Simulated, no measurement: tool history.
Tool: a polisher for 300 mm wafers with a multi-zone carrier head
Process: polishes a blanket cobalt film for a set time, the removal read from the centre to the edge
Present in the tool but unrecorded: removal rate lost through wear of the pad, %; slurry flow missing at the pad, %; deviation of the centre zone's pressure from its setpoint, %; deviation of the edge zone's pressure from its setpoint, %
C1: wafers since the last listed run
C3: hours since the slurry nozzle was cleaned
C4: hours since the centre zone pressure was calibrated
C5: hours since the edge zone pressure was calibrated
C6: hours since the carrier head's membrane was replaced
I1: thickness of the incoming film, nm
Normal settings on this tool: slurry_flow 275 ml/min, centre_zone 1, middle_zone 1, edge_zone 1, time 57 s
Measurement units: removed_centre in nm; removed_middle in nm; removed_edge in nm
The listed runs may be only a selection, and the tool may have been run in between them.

run 1 hour=0 | slurry_flow=225 centre_zone=1 middle_zone=1 edge_zone=1 time=50 | C1=0 wafers_polished_on_this_pad=676 C3=350 C4=342.5 C5=353.9 C6=1179.3 | I1=958.6 | removed_centre=220.1 removed_middle=227.1 removed_edge=221.1
-- hour=46.7 slurry nozzle cleaned
run 2 hour=48.2 | slurry_flow=275 centre_zone=1 middle_zone=1 edge_zone=0.93 time=57 | C1=342 wafers_polished_on_this_pad=1019 C3=1.5 C4=390.7 C5=402.1 C6=1227.5 | I1=961.6 | removed_centre=254.5 removed_middle=263.3 removed_edge=252.7
run 3 hour=104.5 | slurry_flow=275 centre_zone=1 middle_zone=1 edge_zone=0.93 time=57 | C1=408 wafers_polished_on_this_pad=1428 C3=57.8 C4=447 C5=458.4 C6=1283.8 | I1=959.9 | removed_centre=255.3 removed_middle=268.1 removed_edge=247.8
-- hour=107.7 edge zone pressure recalibrated
-- hour=153.1 carrier head's membrane replaced by a new one
run 4 hour=162.7 | slurry_flow=275 centre_zone=1 middle_zone=1 edge_zone=1 time=57 | C1=371 wafers_polished_on_this_pad=1800 C3=116 C4=505.2 C5=55 C6=9.6 | I1=943.2 | removed_centre=261.2 removed_middle=263.1 removed_edge=261.4
run 5 hour=191.9 | slurry_flow=275 centre_zone=1 middle_zone=1 edge_zone=1 time=57 | C1=212 wafers_polished_on_this_pad=2012 C3=145.2 C4=534.4 C5=84.2 C6=38.8 | I1=954 | removed_centre=260.6 removed_middle=262.6 removed_edge=257
-- hour=243.3 worn pad replaced by a new one
run 6 hour=250.2 | slurry_flow=350 centre_zone=0.95 middle_zone=1.08 edge_zone=0.9 time=57 | C1=394 wafers_polished_on_this_pad=50 C3=203.5 C4=592.7 C5=142.5 C6=97.1 | I1=941.5 | removed_centre=253.5 removed_middle=276.9 removed_edge=252.8
run 7 hour=274.4 | slurry_flow=250 centre_zone=1.1 middle_zone=1 edge_zone=1 time=57 | C1=175 wafers_polished_on_this_pad=225 C3=227.7 C4=616.9 C5=166.7 C6=121.3 | I1=958.3 | removed_centre=275.4 removed_middle=259.6 removed_edge=257.5
run 8 hour=317.1 | slurry_flow=335 centre_zone=1 middle_zone=1.11 edge_zone=1 time=57 | C1=310 wafers_polished_on_this_pad=536 C3=270.4 C4=659.6 C5=209.4 C6=164 | I1=948.5 | removed_centre=265.3 removed_middle=282.5 removed_edge=264.2
-- hour=331.1 centre zone pressure recalibrated
-- hour=381.1 slurry nozzle cleaned
run 9 hour=388.4 | slurry_flow=275 centre_zone=1.07 middle_zone=1.09 edge_zone=1 time=57 | C1=496 wafers_polished_on_this_pad=1032 C3=7.3 C4=57.3 C5=280.7 C6=235.3 | I1=971.9 | removed_centre=272.4 removed_middle=276.1 removed_edge=261
run 10 hour=421.9 | slurry_flow=275 centre_zone=1 middle_zone=1 edge_zone=1 time=57 | C1=243 wafers_polished_on_this_pad=1275 C3=40.8 C4=90.8 C5=314.2 C6=268.8 | I1=961.7 | removed_centre=258.2 removed_middle=265 removed_edge=255.1
run 11 hour=486.9 | slurry_flow=275 centre_zone=1 middle_zone=1 edge_zone=1 time=57 | C1=472 wafers_polished_on_this_pad=1747 C3=105.8 C4=155.8 C5=379.2 C6=333.8 | I1=968.6 | removed_centre=258.9 removed_middle=265.2 removed_edge=260.6
-- hour=555.8 worn pad replaced by a new one
run 12 hour=556.3 | slurry_flow=275 centre_zone=1 middle_zone=1 edge_zone=0.97 time=57 | C1=475 wafers_polished_on_this_pad=3 C3=175.2 C4=225.2 C5=448.6 C6=403.2 | I1=958 | removed_centre=256.6 removed_middle=265 removed_edge=257.1
run 13 hour=609.2 | slurry_flow=275 centre_zone=1 middle_zone=1 edge_zone=1 time=57 | C1=384 wafers_polished_on_this_pad=388 C3=228.1 C4=278.1 C5=501.5 C6=456.1 | I1=970.5 | removed_centre=258.1 removed_middle=256.9 removed_edge=260.7
-- hour=665.6 edge zone pressure recalibrated
run 14 hour=666.1 | slurry_flow=275 centre_zone=1.08 middle_zone=1 edge_zone=1.03 time=57 | C1=398 wafers_polished_on_this_pad=786 C3=285 C4=335 C5=0.5 C6=513 | I1=958.5 | removed_centre=270.7 removed_middle=260.3 removed_edge=259.1
run 15 hour=697.6 | slurry_flow=275 centre_zone=1 middle_zone=1 edge_zone=1 time=57 | C1=228 wafers_polished_on_this_pad=1015 C3=316.5 C4=366.5 C5=32 C6=544.5 | I1=954.8 | removed_centre=259.3 removed_middle=262.5 removed_edge=263.3
run 16 hour=739.3 | slurry_flow=275 centre_zone=1.04 middle_zone=0.91 edge_zone=1.09 time=57 | C1=302 wafers_polished_on_this_pad=1318 C3=358.2 C4=408.2 C5=73.7 C6=586.2 | I1=942.3 | removed_centre=266.6 removed_middle=241.2 removed_edge=270
-- hour=773.6 slurry nozzle cleaned
run 17 hour=784.1 | slurry_flow=350 centre_zone=1.1 middle_zone=1 edge_zone=0.89 time=57 | C1=318 wafers_polished_on_this_pad=1636 C3=10.5 C4=453 C5=118.5 C6=631 | I1=957.5 | removed_centre=283.6 removed_middle=269.8 removed_edge=251.2
run 18 hour=849.5 | slurry_flow=305 centre_zone=1.08 middle_zone=1.08 edge_zone=0.92 time=57 | C1=475 wafers_polished_on_this_pad=2111 C3=75.9 C4=518.4 C5=183.9 C6=696.4 | I1=950.2 | removed_centre=277.8 removed_middle=286.7 removed_edge=247.8
-- hour=881.9 worn pad replaced by a new one
run 19 hour=932.5 | slurry_flow=275 centre_zone=1 middle_zone=1.1 edge_zone=1 time=57 | C1=573 wafers_polished_on_this_pad=367 C3=158.9 C4=601.4 C5=266.9 C6=779.4 | I1=954.9 | removed_centre=256.2 removed_middle=279.8 removed_edge=255.7
run 20 hour=970.7 | slurry_flow=275 centre_zone=0.92 middle_zone=1 edge_zone=1 time=57 | C1=277 wafers_polished_on_this_pad=645 C3=197.1 C4=639.6 C5=305.1 C6=817.6 | I1=966.3 | removed_centre=246.1 removed_middle=265.8 removed_edge=258.8
run 21 hour=1010.7 | slurry_flow=275 centre_zone=1 middle_zone=1 edge_zone=0.95 time=57 | C1=290 wafers_polished_on_this_pad=935 C3=237.1 C4=679.6 C5=345.1 C6=857.6 | I1=971.9 | removed_centre=259.3 removed_middle=267 removed_edge=254.3
run 22 hour=1036.9 | slurry_flow=275 centre_zone=1 middle_zone=1 edge_zone=1 time=57 | C1=190 wafers_polished_on_this_pad=1125 C3=263.3 C4=705.8 C5=371.3 C6=883.8 | I1=971.4 | removed_centre=260 removed_middle=264.3 removed_edge=262.8
run 23 hour=1099.3 | slurry_flow=275 centre_zone=1 middle_zone=1 edge_zone=0.89 time=57 | C1=453 wafers_polished_on_this_pad=1579 C3=325.7 C4=768.2 C5=433.7 C6=946.2 | I1=961.2 | removed_centre=262.8 removed_middle=264.5 removed_edge=246.2

Here are 3 independent what-if runs from the current tool condition. What would each one return?
run A hour=1099.7 | slurry_flow=275 centre_zone=1 middle_zone=0.93 edge_zone=1 time=57 | C1=2 wafers_polished_on_this_pad=1581 C3=326.1 C4=768.6 C5=434.1 C6=946.6 | I1=956.2 | removed_centre=? removed_middle=? removed_edge=?
run B hour=1099.7 | slurry_flow=300 centre_zone=1.1 middle_zone=1 edge_zone=1 time=57 | C1=2 wafers_polished_on_this_pad=1581 C3=326.1 C4=768.6 C5=434.1 C6=946.6 | I1=956.2 | removed_centre=? removed_middle=? removed_edge=?
run C hour=1099.7 | slurry_flow=220 centre_zone=1 middle_zone=1 edge_zone=1 time=57 | C1=2 wafers_polished_on_this_pad=1581 C3=326.1 C4=768.6 C5=434.1 C6=946.6 | I1=956.2 | removed_centre=? removed_middle=? removed_edge=?

run=A removed_centre=256.3 removed_middle=243.4 removed_edge=261.8
run=B removed_centre=276.5 removed_middle=260.3 removed_edge=262.8
run=C removed_centre=251.5 removed_middle=254.2 removed_edge=258.1
What these runs would have given with no unlogged condition in the tool:
run=A removed_centre=256.3 removed_middle=243.4 removed_edge=261.8
run=B removed_centre=276.5 removed_middle=260.3 removed_edge=262.8
run=C removed_centre=251.5 removed_middle=254.2 removed_edge=258.1

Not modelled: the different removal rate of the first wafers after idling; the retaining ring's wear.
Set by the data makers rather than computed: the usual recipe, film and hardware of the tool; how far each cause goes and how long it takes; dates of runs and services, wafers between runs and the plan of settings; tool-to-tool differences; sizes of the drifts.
